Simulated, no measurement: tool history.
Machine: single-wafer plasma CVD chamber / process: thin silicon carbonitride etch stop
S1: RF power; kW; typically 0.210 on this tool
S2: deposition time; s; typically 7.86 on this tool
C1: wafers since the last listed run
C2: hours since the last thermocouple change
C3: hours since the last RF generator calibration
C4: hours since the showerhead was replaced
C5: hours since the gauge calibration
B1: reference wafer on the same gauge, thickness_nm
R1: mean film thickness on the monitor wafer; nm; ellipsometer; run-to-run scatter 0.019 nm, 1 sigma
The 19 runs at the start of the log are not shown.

run    hour     S1    S2    C1      C2      C3      C4      C5     B1     R1
 20  1597.5  0.175  8.51  2926  2207.6   254.3  4652.5   630.9  3.767  4.086
 21  1651.8  0.190  7.10  1864  2261.9   308.6  4706.8   685.2  3.772  3.503
 22  1704.1  0.210  7.86  1796  2314.2   360.9  4759.1   737.5  3.768  3.996
 23  1761.9  0.210  7.86  1985  2372.0   418.7  4816.9   795.3  3.772  4.036
     1802.3  -- showerhead replaced
 24  1819.5  0.230  7.86  1703  2429.6   476.3    17.2   852.9  3.774  4.134
 25  1924.5  0.185  7.86  3606  2534.6   581.3   122.2   957.9  3.770  3.809
 26  2026.6  0.210  7.86  3506  2636.7   683.4   224.3  1060.0  3.771  4.009
 27  2110.0  0.210  8.82  2864  2720.1   766.8   307.7  1143.4  3.774  4.484
     2340.8  -- thermocouple changed; heater temperature recalibrated
 28  2404.0  0.175  7.86  9822    63.2  1060.8   601.7  1437.4  3.772  3.679
 29  2487.1  0.210  7.86  2853   146.3  1143.9   684.8  1520.5  3.768  3.928
 30  2566.1  0.250  6.86  2713   225.3  1222.9   763.8  1599.5  3.768  3.704
 31  2760.3  0.245  6.71  6669   419.5  1417.1   958.0  1793.7  3.768  3.561
 32  2828.0  0.230  6.64  2325   487.2  1484.8  1025.7  1861.4  3.767  3.486
 33  2887.7  0.245  6.96  2050   546.9  1544.5  1085.4  1921.1  3.765  3.735
 34  2932.5  0.240  8.41  1538   591.7  1589.3  1130.2  1965.9  3.769  4.396
 35  3007.8  0.235  9.21  2586   667.0  1664.6  1205.5  2041.2  3.763  4.867
 36  3110.9  0.210  7.86  3540   770.1  1767.7  1308.6  2144.3  3.771  3.945

Predict each of these 3 candidate next runs independently; none follows another, all start after run 36:
  A  3111.3  0.210  7.86  13  770.5  1768.1  1309.0  2144.7   ?   ?
  B  3111.3  0.210  8.71  13  770.5  1768.1  1309.0  2144.7   ?   ?
  C  3111.3  0.230  6.30  13  770.5  1768.1  1309.0  2144.7   ?   ?

run     B1     R1
  A  3.764  3.928
  B  3.764  4.353
  C  3.764  3.257
The same runs, with their run-to-run variation unchanged, on a tool lacking any hidden condition would have given:
run     R1
  A  4.054
  B  4.492
  C  3.361
